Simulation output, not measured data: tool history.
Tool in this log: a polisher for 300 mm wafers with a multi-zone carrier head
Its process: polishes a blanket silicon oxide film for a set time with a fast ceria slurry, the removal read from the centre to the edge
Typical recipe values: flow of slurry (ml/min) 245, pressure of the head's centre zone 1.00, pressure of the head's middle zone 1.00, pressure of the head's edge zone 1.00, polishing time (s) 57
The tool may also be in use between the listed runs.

run,hour,flow of slurry (ml/min),pressure of the head's centre zone,pressure of the head's middle zone,pressure of the head's edge zone,polishing time (s),"incoming thickness of the incoming film, nm",film removed at the wafer's centre (angstrom),film removed at mid-radius (angstrom),film removed at the wafer's edge (angstrom)
1,0.0,245,1.00,0.95,1.03,57,3481.4,8898,8706,9624
2,24.9,245,1.00,0.95,1.03,57,3478.3,9102,8551,9498
3,47.9,165,1.00,1.05,1.10,48,3425.1,6721,6995,7589
# hour 71.6: slurry nozzle cleaned
4,81.5,245,1.00,1.00,1.00,57,3506.8,8945,8896,8990
5,107.2,245,1.00,0.96,1.00,57,3474.1,8716,8428,9114
# hour 141.0: edge zone pressure recalibrated
6,143.1,245,1.00,1.00,1.00,41,3513.8,5929,6019,6336
7,171.0,245,1.00,1.00,0.94,68,3456.0,9793,9788,10087
# hour 180.6: worn pad replaced by a new one
8,206.4,245,1.00,1.00,1.00,57,3459.5,9285,9200,9359
9,233.3,245,0.95,1.07,1.12,57,3454.9,8564,9748,9832
10,266.3,245,1.11,1.08,0.96,66,3418.7,11417,11194,10291
# hour 276.0: carrier head's membrane replaced by a new one
11,287.8,180,1.10,0.95,1.00,57,3543.5,8914,7892,8695
12,305.9,245,0.89,0.91,1.09,74,3482.0,9987,10624,12131
13,341.7,245,1.00,1.00,1.00,57,3508.7,8305,8423,8687
14,370.1,245,0.94,1.09,1.11,42,3418.9,5738,6552,6640
# hour 377.8: worn pad replaced by a new one
15,402.1,290,1.00,1.08,0.93,44,3495.2,7052,7632,7027
16,433.4,185,0.90,1.00,0.97,38,3502.7,5004,5628,5816
17,448.3,305,1.00,1.00,1.06,47,3531.3,7527,7522,8087
18,473.5,165,1.00,1.00,0.95,57,3527.8,7764,8079,8280
19,496.8,245,1.00,1.00,1.00,57,3461.7,8536,8748,9035
20,512.1,245,0.91,1.07,1.00,57,3542.1,7732,9213,9110
21,544.1,245,1.00,1.00,1.00,69,3487.0,10124,10199,10473
22,578.5,245,1.10,1.00,1.00,57,3498.3,8972,8080,8265

Below are 4 alternative next runs, each starting from the tool's condition after run 22. Predict each:
A,578.9,245,0.89,1.00,1.00,57,3497.8,?,?,?
B,578.9,245,1.00,1.04,0.93,41,3497.8,?,?,?
C,578.9,175,1.00,0.95,1.10,74,3497.8,?,?,?
D,578.9,245,1.03,1.00,0.93,39,3497.8,?,?,?

run,film removed at the wafer's centre (angstrom),film removed at mid-radius (angstrom),film removed at the wafer's edge (angstrom)
A,7348,8078,8405
B,5893,6004,5838
C,9683,9235,10765
D,5761,5524,5556
What these runs would have given with no unlogged condition in the tool:
run,film removed at the wafer's centre (angstrom),film removed at mid-radius (angstrom),film removed at the wafer's edge (angstrom)
A,8286,9109,9477
B,6645,6770,6583
C,10919,10413,12138
D,6496,6229,6265

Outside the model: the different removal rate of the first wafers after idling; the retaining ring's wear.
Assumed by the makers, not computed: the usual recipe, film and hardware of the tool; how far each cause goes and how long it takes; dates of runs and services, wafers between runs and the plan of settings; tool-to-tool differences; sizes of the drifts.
